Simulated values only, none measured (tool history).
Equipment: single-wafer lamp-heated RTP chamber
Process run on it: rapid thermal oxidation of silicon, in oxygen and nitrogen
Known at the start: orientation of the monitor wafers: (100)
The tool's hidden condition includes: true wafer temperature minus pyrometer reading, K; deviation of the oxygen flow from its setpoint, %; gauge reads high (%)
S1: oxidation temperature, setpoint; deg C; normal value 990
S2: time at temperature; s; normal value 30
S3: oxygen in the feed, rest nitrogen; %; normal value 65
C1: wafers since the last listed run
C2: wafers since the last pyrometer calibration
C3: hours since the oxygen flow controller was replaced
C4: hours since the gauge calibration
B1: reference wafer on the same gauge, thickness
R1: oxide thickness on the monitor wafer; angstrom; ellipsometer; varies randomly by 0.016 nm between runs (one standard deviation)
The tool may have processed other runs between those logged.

run	hour	S1	S2	S3	C1	C2	C3	C4	B1	R1
1	0.0	990	30	65	0	5806	7472.5	236.5	3.414	37.28
2	14.8	990	30	65	113	5920	7487.3	251.3	3.412	37.61
3	25.8	998	30	65	84	6005	7498.3	262.3	3.414	39.32
4	40.1	998	30	65	110	6115	7512.6	276.6	3.412	39.37
5	52.0	990	30	49	91	6207	7524.5	288.5	3.410	34.37
6	59.1	1012	30	65	54	6262	7531.6	295.6	3.403	43.31
7	75.4	990	30	88	125	6387	7547.9	311.9	3.413	40.99
8	91.8	990	30	88	126	6514	7564.3	328.3	3.415	40.97
9	107.1	990	30	88	117	6631	7579.6	343.6	3.421	41.23
10	118.3	990	30	65	86	6718	7590.8	354.8	3.413	37.53
11	124.6	990	30	65	48	6766	7597.1	361.1	3.408	37.53
# hour 134.7: oxygen flow controller replaced
12	137.0	990	30	65	33	6800	2.3	373.5	3.409	37.84
# hour 138.4: gauge calibrated
13	148.3	990	30	65	87	6887	13.6	9.9	3.399	37.95
# hour 164.4: pyrometer window cleaned and pyrometer calibrated
14	196.8	990	30	74	311	249	62.1	58.4	3.409	37.46
15	203.8	990	30	65	53	303	69.1	65.4	3.412	36.03
16	227.0	977	30	65	178	481	92.3	88.6	3.407	33.36
17	242.4	961	30	65	118	600	107.7	104.0	3.409	30.60
18	258.8	990	39	45	126	726	124.1	120.4	3.410	35.66
19	269.5	979	17	53	82	809	134.8	131.1	3.416	26.99
20	279.9	972	30	65	80	889	145.2	141.5	3.407	32.47
21	286.1	990	30	88	47	937	151.4	147.7	3.410	39.94
22	298.6	963	15	56	96	1033	163.9	160.2	3.414	24.60
23	316.1	1010	41	54	134	1168	181.4	177.7	3.409	43.72
24	330.6	982	40	41	111	1279	195.9	192.2	3.412	33.57
25	341.6	973	30	91	84	1364	206.9	203.2	3.419	35.69
26	356.6	977	25	65	115	1480	221.9	218.2	3.412	31.26
27	368.8	990	38	39	93	1574	234.1	230.4	3.415	34.19

Consider 3 possible next runs. They are alternatives, not a sequence: every one starts from the tool as it was left by run 27. What does each give?
A	369.3	990	30	65	3	1577	234.6	230.9	?	?
B	369.3	960	21	86	3	1577	234.6	230.9	?	?
C	369.3	965	41	48	3	1577	234.6	230.9	?	?

run	B1	R1
A	3.412	36.36
B	3.412	29.11
C	3.412	32.22
Had the tool no hidden state, the same runs would have come out as:
run	R1
A	35.82
B	28.76
C	31.80

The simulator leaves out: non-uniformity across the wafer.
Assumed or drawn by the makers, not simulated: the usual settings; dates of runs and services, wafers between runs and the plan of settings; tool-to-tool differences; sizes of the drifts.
